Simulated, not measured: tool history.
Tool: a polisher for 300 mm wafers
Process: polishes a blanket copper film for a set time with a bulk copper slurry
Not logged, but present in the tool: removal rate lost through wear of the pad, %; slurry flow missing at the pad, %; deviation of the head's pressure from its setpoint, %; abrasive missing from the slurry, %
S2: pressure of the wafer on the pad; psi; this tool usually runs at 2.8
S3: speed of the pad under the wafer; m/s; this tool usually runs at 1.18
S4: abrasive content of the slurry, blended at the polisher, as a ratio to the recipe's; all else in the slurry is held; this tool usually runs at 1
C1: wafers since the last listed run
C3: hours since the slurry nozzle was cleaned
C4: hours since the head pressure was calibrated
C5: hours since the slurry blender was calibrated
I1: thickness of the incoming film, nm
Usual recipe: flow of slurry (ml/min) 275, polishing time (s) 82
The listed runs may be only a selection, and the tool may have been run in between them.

{"run": 1, "hour": 0.0, "flow of slurry (ml/min)": 275, "S2": 2.8, "S3": 1.18, "S4": 1, "polishing time (s)": 82, "C1": 0, "wafers polished on this pad": 4, "C3": 194.4, "C4": 1087, "C5": 515.9, "I1": 4123.9, "film removed (nm)": 1049.2}
{"run": 2, "hour": 84.2, "flow of slurry (ml/min)": 255, "S2": 2.8, "S3": 1.08, "S4": 1, "polishing time (s)": 82, "C1": 715, "wafers polished on this pad": 720, "C3": 278.6, "C4": 1171.2, "C5": 600.1, "I1": 4147.3, "film removed (nm)": 948.1}
{"hour": 151.2, "done": "slurry blender recalibrated"}
{"run": 3, "hour": 190.9, "flow of slurry (ml/min)": 255, "S2": 2.8, "S3": 1.08, "S4": 1, "polishing time (s)": 82, "C1": 889, "wafers polished on this pad": 1610, "C3": 385.3, "C4": 1277.9, "C5": 39.7, "I1": 4137.2, "film removed (nm)": 938.8}
{"run": 4, "hour": 240.8, "flow of slurry (ml/min)": 255, "S2": 2.8, "S3": 1.08, "S4": 1, "polishing time (s)": 82, "C1": 424, "wafers polished on this pad": 2034, "C3": 435.2, "C4": 1327.8, "C5": 89.6, "I1": 4132.3, "film removed (nm)": 920.5}
{"run": 5, "hour": 333.9, "flow of slurry (ml/min)": 275, "S2": 2.8, "S3": 1.18, "S4": 0.9, "polishing time (s)": 82, "C1": 791, "wafers polished on this pad": 2825, "C3": 528.3, "C4": 1420.9, "C5": 182.7, "I1": 4181.8, "film removed (nm)": 964.4}
{"hour": 463.7, "done": "slurry nozzle cleaned"}
{"run": 6, "hour": 475.1, "flow of slurry (ml/min)": 275, "S2": 2.8, "S3": 1.18, "S4": 1, "polishing time (s)": 82, "C1": 1191, "wafers polished on this pad": 4017, "C3": 11.4, "C4": 1562.1, "C5": 323.9, "I1": 4204.5, "film removed (nm)": 1061.1}
{"hour": 538.7, "done": "head pressure recalibrated"}
{"run": 7, "hour": 545.3, "flow of slurry (ml/min)": 275, "S2": 2.8, "S3": 1.18, "S4": 1, "polishing time (s)": 82, "C1": 579, "wafers polished on this pad": 4596, "C3": 81.6, "C4": 6.6, "C5": 394.1, "I1": 4155.5, "film removed (nm)": 1034.8}
{"run": 8, "hour": 582.1, "flow of slurry (ml/min)": 190, "S2": 2.8, "S3": 1.58, "S4": 1, "polishing time (s)": 82, "C1": 312, "wafers polished on this pad": 4909, "C3": 118.4, "C4": 43.4, "C5": 430.9, "I1": 4197.9, "film removed (nm)": 1234.3}
{"run": 9, "hour": 620.9, "flow of slurry (ml/min)": 275, "S2": 2.8, "S3": 1.18, "S4": 1, "polishing time (s)": 103, "C1": 329, "wafers polished on this pad": 5239, "C3": 157.2, "C4": 82.2, "C5": 469.7, "I1": 4222.4, "film removed (nm)": 1328.4}
{"run": 10, "hour": 665.9, "flow of slurry (ml/min)": 275, "S2": 2.3, "S3": 1.18, "S4": 1, "polishing time (s)": 82, "C1": 382, "wafers polished on this pad": 5622, "C3": 202.2, "C4": 127.2, "C5": 514.7, "I1": 4158.6, "film removed (nm)": 979.4}
{"hour": 680.0, "done": "worn pad replaced by a new one"}
{"run": 11, "hour": 743.7, "flow of slurry (ml/min)": 325, "S2": 3.5, "S3": 1.54, "S4": 1, "polishing time (s)": 101, "C1": 627, "wafers polished on this pad": 541, "C3": 280, "C4": 205, "C5": 592.5, "I1": 4104.9, "film removed (nm)": 1733.1}
{"hour": 855.9, "done": "slurry blender recalibrated"}
{"run": 12, "hour": 899.5, "flow of slurry (ml/min)": 275, "S2": 2.8, "S3": 1.18, "S4": 1, "polishing time (s)": 82, "C1": 1307, "wafers polished on this pad": 1848, "C3": 435.8, "C4": 360.8, "C5": 43.6, "I1": 4143.7, "film removed (nm)": 998.3}
{"run": 13, "hour": 999.5, "flow of slurry (ml/min)": 275, "S2": 2.8, "S3": 1.18, "S4": 1, "polishing time (s)": 82, "C1": 850, "wafers polished on this pad": 2698, "C3": 535.8, "C4": 460.8, "C5": 143.6, "I1": 4192.4, "film removed (nm)": 973.2}
{"run": 14, "hour": 1044.7, "flow of slurry (ml/min)": 205, "S2": 2.8, "S3": 1.02, "S4": 0.85, "polishing time (s)": 57, "C1": 384, "wafers polished on this pad": 3083, "C3": 581, "C4": 506, "C5": 188.8, "I1": 4166.8, "film removed (nm)": 524.2}
{"hour": 1128.2, "done": "slurry nozzle cleaned"}
{"run": 15, "hour": 1131.3, "flow of slurry (ml/min)": 275, "S2": 2.8, "S3": 1.38, "S4": 1, "polishing time (s)": 82, "C1": 727, "wafers polished on this pad": 3810, "C3": 3.1, "C4": 592.6, "C5": 275.4, "I1": 4099.5, "film removed (nm)": 1219.7}
{"run": 16, "hour": 1241.3, "flow of slurry (ml/min)": 345, "S2": 2.1, "S3": 1.18, "S4": 1.15, "polishing time (s)": 57, "C1": 935, "wafers polished on this pad": 4745, "C3": 113.1, "C4": 702.6, "C5": 385.4, "I1": 4105.4, "film removed (nm)": 705.3}
{"hour": 1322.8, "done": "worn pad replaced by a new one"}
{"run": 17, "hour": 1323.5, "flow of slurry (ml/min)": 275, "S2": 2.3, "S3": 0.92, "S4": 0.8, "polishing time (s)": 107, "C1": 664, "wafers polished on this pad": 6, "C3": 195.3, "C4": 784.8, "C5": 467.6, "I1": 4195.6, "film removed (nm)": 1029.6}
{"run": 18, "hour": 1422.8, "flow of slurry (ml/min)": 275, "S2": 3.3, "S3": 1.18, "S4": 1, "polishing time (s)": 82, "C1": 844, "wafers polished on this pad": 850, "C3": 294.6, "C4": 884.1, "C5": 566.9, "I1": 4092.5, "film removed (nm)": 1104.3}
{"run": 19, "hour": 1546.4, "flow of slurry (ml/min)": 250, "S2": 2.3, "S3": 1.18, "S4": 1, "polishing time (s)": 106, "C1": 1050, "wafers polished on this pad": 1900, "C3": 418.2, "C4": 1007.7, "C5": 690.5, "I1": 4175.5, "film removed (nm)": 1205.9}
{"hour": 1594.9, "done": "slurry blender recalibrated"}
{"run": 20, "hour": 1626.0, "flow of slurry (ml/min)": 185, "S2": 2.8, "S3": 1.18, "S4": 1, "polishing time (s)": 82, "C1": 659, "wafers polished on this pad": 2560, "C3": 497.8, "C4": 1087.3, "C5": 31.1, "I1": 4103.9, "film removed (nm)": 861.9}
{"run": 21, "hour": 1689.9, "flow of slurry (ml/min)": 275, "S2": 2.8, "S3": 1.18, "S4": 1, "polishing time (s)": 82, "C1": 543, "wafers polished on this pad": 3103, "C3": 561.7, "C4": 1151.2, "C5": 95, "I1": 4139.2, "film removed (nm)": 977.4}
{"run": 22, "hour": 1788.1, "flow of slurry (ml/min)": 275, "S2": 2.8, "S3": 1.18, "S4": 1, "polishing time (s)": 82, "C1": 834, "wafers polished on this pad": 3938, "C3": 659.9, "C4": 1249.4, "C5": 193.2, "I1": 4138.1, "film removed (nm)": 945.9}
{"run": 23, "hour": 1873.6, "flow of slurry (ml/min)": 275, "S2": 2.8, "S3": 1.18, "S4": 0.8, "polishing time (s)": 82, "C1": 726, "wafers polished on this pad": 4664, "C3": 745.4, "C4": 1334.9, "C5": 278.7, "I1": 4175.6, "film removed (nm)": 867.7}
{"run": 24, "hour": 1929.1, "flow of slurry (ml/min)": 275, "S2": 2.8, "S3": 1.18, "S4": 1, "polishing time (s)": 82, "C1": 471, "wafers polished on this pad": 5136, "C3": 800.9, "C4": 1390.4, "C5": 334.2, "I1": 4121.5, "film removed (nm)": 883.9}
{"hour": 1937.2, "done": "slurry nozzle cleaned"}
{"run": 25, "hour": 1999.4, "flow of slurry (ml/min)": 275, "S2": 2.8, "S3": 1.18, "S4": 1, "polishing time (s)": 82, "C1": 589, "wafers polished on this pad": 5725, "C3": 62.2, "C4": 1460.7, "C5": 404.5, "I1": 4119.5, "film removed (nm)": 1049.8}
{"hour": 2026.8, "done": "worn pad replaced by a new one"}
{"run": 26, "hour": 2087.7, "flow of slurry (ml/min)": 275, "S2": 2.8, "S3": 1.18, "S4": 1.25, "polishing time (s)": 62, "C1": 716, "wafers polished on this pad": 517, "C3": 150.5, "C4": 1549, "C5": 492.8, "I1": 4077.4, "film removed (nm)": 818.4}
{"run": 27, "hour": 2132.3, "flow of slurry (ml/min)": 195, "S2": 2.8, "S3": 1.18, "S4": 1, "polishing time (s)": 82, "C1": 379, "wafers polished on this pad": 896, "C3": 195.1, "C4": 1593.6, "C5": 537.4, "I1": 4066.5, "film removed (nm)": 967.3}
{"hour": 2177.4, "done": "head pressure recalibrated"}
{"run": 28, "hour": 2231.6, "flow of slurry (ml/min)": 275, "S2": 1.9, "S3": 1.18, "S4": 1, "polishing time (s)": 82, "C1": 827, "wafers polished on this pad": 1723, "C3": 294.4, "C4": 54.2, "C5": 636.7, "I1": 4177.6, "film removed (nm)": 938.9}
{"run": 29, "hour": 2268.0, "flow of slurry (ml/min)": 275, "S2": 2.8, "S3": 0.8, "S4": 1, "polishing time (s)": 82, "C1": 309, "wafers polished on this pad": 2033, "C3": 330.8, "C4": 90.6, "C5": 673.1, "I1": 4132.4, "film removed (nm)": 774.7}
{"run": 30, "hour": 2357.8, "flow of slurry (ml/min)": 350, "S2": 2.8, "S3": 1.6, "S4": 1.15, "polishing time (s)": 93, "C1": 763, "wafers polished on this pad": 2796, "C3": 420.6, "C4": 180.4, "C5": 762.9, "I1": 4190.7, "film removed (nm)": 1569.8}

What if the next run were any one of these 4? Each begins from the tool's condition after run 30:
{"run": "A", "hour": 2358.3, "flow of slurry (ml/min)": 275, "S2": 2.8, "S3": 1.04, "S4": 1, "polishing time (s)": 82, "C1": 4, "wafers polished on this pad": 2800, "C3": 421.1, "C4": 180.9, "C5": 763.4, "I1": 4102.9, "film removed (nm)": "?"}
{"run": "B", "hour": 2358.3, "flow of slurry (ml/min)": 275, "S2": 2.2, "S3": 1.18, "S4": 1, "polishing time (s)": 97, "C1": 4, "wafers polished on this pad": 2800, "C3": 421.1, "C4": 180.9, "C5": 763.4, "I1": 4102.9, "film removed (nm)": "?"}
{"run": "C", "hour": 2358.3, "flow of slurry (ml/min)": 225, "S2": 3.5, "S3": 1.18, "S4": 0.8, "polishing time (s)": 82, "C1": 4, "wafers polished on this pad": 2800, "C3": 421.1, "C4": 180.9, "C5": 763.4, "I1": 4102.9, "film removed (nm)": "?"}
{"run": "D", "hour": 2358.3, "flow of slurry (ml/min)": 275, "S2": 2.2, "S3": 1.18, "S4": 1, "polishing time (s)": 82, "C1": 4, "wafers polished on this pad": 2800, "C3": 421.1, "C4": 180.9, "C5": 763.4, "I1": 4102.9, "film removed (nm)": "?"}

run=A film_removed_(nm)=888.9
run=B film_removed_(nm)=1080.3
run=C film_removed_(nm)=960.7
run=D film_removed_(nm)=913.2
What these runs would have given with no unlogged condition in the tool:
run=A film_removed_(nm)=952.6
run=B film_removed_(nm)=1157.6
run=C film_removed_(nm)=1054.5
run=D film_removed_(nm)=978.6
